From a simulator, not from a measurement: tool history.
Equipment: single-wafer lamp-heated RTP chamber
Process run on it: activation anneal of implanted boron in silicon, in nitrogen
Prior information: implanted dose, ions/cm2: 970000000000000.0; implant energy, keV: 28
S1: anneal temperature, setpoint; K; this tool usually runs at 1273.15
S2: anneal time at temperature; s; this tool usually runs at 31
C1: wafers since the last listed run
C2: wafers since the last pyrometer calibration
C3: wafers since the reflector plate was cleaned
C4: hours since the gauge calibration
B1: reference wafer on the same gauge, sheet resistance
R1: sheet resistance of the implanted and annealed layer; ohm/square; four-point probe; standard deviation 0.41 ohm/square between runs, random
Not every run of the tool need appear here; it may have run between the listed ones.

Run 1, hour 0: usual settings; C1 0; C2 6651; C3 10224; C4 198.1; B1 133.14. Result: R1 115.19 ohm/square.
Run 2, hour 35.8: usual settings; C1 411; C2 7062; C3 10635; C4 233.9; B1 133.06. Result: R1 114.37 ohm/square.
Run 3, hour 62.5: usual settings; C1 306; C2 7369; C3 10942; C4 260.6; B1 132.82. Result: R1 115.01 ohm/square.
Run 4, hour 97.2: usual settings; C1 398; C2 7768; C3 11341; C4 295.3; B1 133.19. Result: R1 114.86 ohm/square.
At hour 116: reflector plate cleaned.
Run 5, hour 116.4: usual settings; C1 128; C2 7897; C3 4; C4 314.5; B1 132.85. Result: R1 115.14 ohm/square.
Run 6, hour 135: usual settings but S1 1279.15 K; C1 213; C2 8110; C3 218; C4 333.1; B1 133.02. Result: R1 114.14 ohm/square.
Run 7, hour 159.7: usual settings but S1 1279.15 K; C1 283; C2 8394; C3 501; C4 357.8; B1 132.95. Result: R1 114.1 ohm/square.
At hour 164.3: gauge calibrated.
Run 8, hour 175.2: usual settings but S2 38 s; C1 178; C2 8572; C3 680; C4 10.9; B1 132.91. Result: R1 113.95 ohm/square.
At hour 186.1: pyrometer window cleaned and pyrometer calibrated.
Run 9, hour 198.3: usual settings; C1 173; C2 140; C3 853; C4 34; B1 132.95. Result: R1 115.48 ohm/square.
Run 10, hour 232.7: usual settings but S1 1292.15 K; C1 395; C2 535; C3 1248; C4 68.4; B1 132.95. Result: R1 112.09 ohm/square.
Run 11, hour 250.1: usual settings but S1 1301.15 K, S2 47 s; C1 199; C2 735; C3 1448; C4 85.8; B1 132.81. Result: R1 110.7 ohm/square.
Run 12, hour 270.1: usual settings but S1 1301.15 K, S2 47 s; C1 229; C2 965; C3 1678; C4 105.8; B1 133.02. Result: R1 111.13 ohm/square.
Run 13, hour 294.7: usual settings; C1 282; C2 1248; C3 1961; C4 130.4; B1 133.11. Result: R1 115.66 ohm/square.
Run 14, hour 330.6: usual settings but S1 1303.15 K, S2 14 s; C1 412; C2 1660; C3 2374; C4 166.3; B1 132.94. Result: R1 112.46 ohm/square.
Run 15, hour 346.1: usual settings but S1 1293.15 K, S2 23 s; C1 178; C2 1838; C3 2552; C4 181.8; B1 133. Result: R1 112.67 ohm/square.

Take each entry between the runs: how does the hidden state at the last listed run before it differ from the hidden state at the first listed run after it?
In the gap between runs 4 and 5: reflector plate cleaned (hour 116)
  the hidden state is the same at both runs
In the gap between runs 7 and 8: gauge calibrated (hour 164.3)
  the hidden state is the same at both runs
In the gap between runs 8 and 9: pyrometer window cleaned and pyrometer calibrated (hour 186.1)
  the hidden state is the same at both runs
